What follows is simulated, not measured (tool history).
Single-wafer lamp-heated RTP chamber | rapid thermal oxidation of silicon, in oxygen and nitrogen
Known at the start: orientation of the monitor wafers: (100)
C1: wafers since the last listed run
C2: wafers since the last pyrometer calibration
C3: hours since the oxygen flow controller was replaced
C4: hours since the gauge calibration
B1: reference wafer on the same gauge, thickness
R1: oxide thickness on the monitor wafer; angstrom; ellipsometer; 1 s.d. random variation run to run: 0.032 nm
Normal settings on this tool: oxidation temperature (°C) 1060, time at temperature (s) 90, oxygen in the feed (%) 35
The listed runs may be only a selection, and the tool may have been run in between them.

Run 1, hour 0: usual settings; C1 0; C2 5272; C3 5447.8; C4 1243.3; B1 7.718. Result: R1 78.91 angstrom.
Run 2, hour 28.7: usual settings; C1 246; C2 5518; C3 5476.5; C4 1272; B1 7.715. Result: R1 78.51 angstrom.
Run 3, hour 72.5: usual settings; C1 375; C2 5894; C3 5520.3; C4 1315.8; B1 7.722. Result: R1 78.65 angstrom.
Run 4, hour 111.2: usual settings; C1 332; C2 6226; C3 5559; C4 1354.5; B1 7.718. Result: R1 79.14 angstrom.
Run 5, hour 179.3: usual settings; C1 584; C2 6810; C3 5627.1; C4 1422.6; B1 7.725. Result: R1 79 angstrom.
Run 6, hour 220.4: usual settings; C1 352; C2 7163; C3 5668.2; C4 1463.7; B1 7.723. Result: R1 78.88 angstrom.
At hour 244.4: pyrometer window cleaned and pyrometer calibrated.
Run 7, hour 291.1: usual settings; C1 538; C2 401; C3 5738.9; C4 1534.4; B1 7.724. Result: R1 76.69 angstrom.
Run 8, hour 359: usual settings; C1 582; C2 983; C3 5806.8; C4 1602.3; B1 7.713. Result: R1 77.11 angstrom.
Run 9, hour 399.9: usual settings; C1 350; C2 1334; C3 5847.7; C4 1643.2; B1 7.723. Result: R1 77.59 angstrom.
Run 10, hour 446.2: usual settings; C1 397; C2 1731; C3 5894; C4 1689.5; B1 7.716. Result: R1 77.55 angstrom.
Run 11, hour 512.1: usual settings; C1 565; C2 2297; C3 5959.9; C4 1755.4; B1 7.713. Result: R1 77.76 angstrom.
Run 12, hour 572.7: usual settings; C1 519; C2 2817; C3 6020.5; C4 1816; B1 7.716. Result: R1 78.23 angstrom.
Run 13, hour 606.6: usual settings; C1 290; C2 3108; C3 6054.4; C4 1849.9; B1 7.728. Result: R1 78.62 angstrom.
Run 14, hour 637.9: usual settings; C1 268; C2 3376; C3 6085.7; C4 1881.2; B1 7.728. Result: R1 77.68 angstrom.
At hour 662: gauge calibrated.
Run 15, hour 665.9: usual settings; C1 240; C2 3617; C3 6113.7; C4 3.9; B1 7.721. Result: R1 77.92 angstrom.
Run 16, hour 724.3: usual settings; C1 501; C2 4118; C3 6172.1; C4 62.3; B1 7.709. Result: R1 78.7 angstrom.
Run 17, hour 773.1: usual settings but oxidation temperature (°C) 1033; C1 418; C2 4536; C3 6220.9; C4 111.1; B1 7.714. Result: R1 65.57 angstrom.
At hour 782.1: oxygen flow controller replaced.
Run 18, hour 834.8: usual settings; C1 460; C2 4997; C3 52.7; C4 172.8; B1 7.722. Result: R1 79.22 angstrom.
Run 19, hour 877.5: usual settings; C1 366; C2 5364; C3 95.4; C4 215.5; B1 7.726. Result: R1 79.19 angstrom.
Run 20, hour 930.1: usual settings but oxidation temperature (°C) 1038, time at temperature (s) 108; C1 451; C2 5815; C3 148; C4 268.1; B1 7.729. Result: R1 74 angstrom.
Run 21, hour 992.8: usual settings but time at temperature (s) 51, oxygen in the feed (%) 17; C1 538; C2 6353; C3 210.7; C4 330.8; B1 7.725. Result: R1 48.17 angstrom.
Run 22, hour 1045.3: usual settings but time at temperature (s) 50; C1 450; C2 6803; C3 263.2; C4 383.3; B1 7.73. Result: R1 61.12 angstrom.
Run 23, hour 1218.2: usual settings but oxidation temperature (°C) 1051, time at temperature (s) 117, oxygen in the feed (%) 64; C1 1483; C2 8287; C3 436.1; C4 556.2; B1 7.722. Result: R1 103.86 angstrom.
At hour 1244.1: pyrometer window cleaned and pyrometer calibrated.
Run 24, hour 1264.3: usual settings but oxidation temperature (°C) 1076; C1 326; C2 173; C3 482.2; C4 602.3; B1 7.726. Result: R1 85.14 angstrom.
Run 25, hour 1478.8: usual settings but time at temperature (s) 114; C1 1840; C2 2013; C3 696.7; C4 816.8; B1 7.713. Result: R1 86.97 angstrom.
Run 26, hour 1516.6: usual settings; C1 324; C2 2338; C3 734.5; C4 854.6; B1 7.722. Result: R1 78.54 angstrom.
Run 27, hour 1545.3: usual settings but oxidation temperature (°C) 1034, time at temperature (s) 58, oxygen in the feed (%) 47; C1 246; C2 2584; C3 763.2; C4 883.3; B1 7.719. Result: R1 60.1 angstrom.
Run 28, hour 1582.2: usual settings but oxidation temperature (°C) 1068, oxygen in the feed (%) 23; C1 316; C2 2900; C3 800.1; C4 920.2; B1 7.717. Result: R1 71.06 angstrom.
Run 29, hour 1632.5: usual settings; C1 431; C2 3332; C3 850.4; C4 970.5; B1 7.725. Result: R1 78.98 angstrom.
Run 30, hour 1678.3: usual settings but oxidation temperature (°C) 1052, oxygen in the feed (%) 55; C1 392; C2 3725; C3 896.2; C4 1016.3; B1 7.724. Result: R1 87.91 angstrom.
Run 31, hour 1749.8: usual settings but oxygen in the feed (%) 50; C1 613; C2 4339; C3 967.7; C4 1087.8; B1 7.722. Result: R1 89.73 angstrom.

Pick out some run-to-run changes in R1. Of each, how much would a tool without hidden state show as well, from the settings, what came in and chance, and how much is left for the hidden state and any gauge scatter not in both results compared?
Hidden state present: true wafer temperature minus pyrometer reading, K; deviation of the oxygen flow from its setpoint, %; gauge reads high (%).
Run 6 -> 7: pyrometer window cleaned and pyrometer calibrated. R1 -2.19 angstrom: hidden state -2.34, all else +0.15.
Run 20 -> 21: oxidation temperature (°C) 1038 -> 1060, time at temperature (s) 108 -> 51, oxygen in the feed (%) 35 -> 17. R1 -25.83 angstrom: hidden state -1.2, all else -24.63.
Run 22 -> 23: oxidation temperature (°C) 1060 -> 1051, time at temperature (s) 50 -> 117, oxygen in the feed (%) 35 -> 64. R1 +42.74 angstrom: hidden state +2.01, all else +40.73.
Run 23 -> 24: oxidation temperature (°C) 1051 -> 1076, time at temperature (s) 117 -> 90, oxygen in the feed (%) 64 -> 35, pyrometer window cleaned and pyrometer calibrated. R1 -18.72 angstrom: hidden state -3.81, all else -14.91.

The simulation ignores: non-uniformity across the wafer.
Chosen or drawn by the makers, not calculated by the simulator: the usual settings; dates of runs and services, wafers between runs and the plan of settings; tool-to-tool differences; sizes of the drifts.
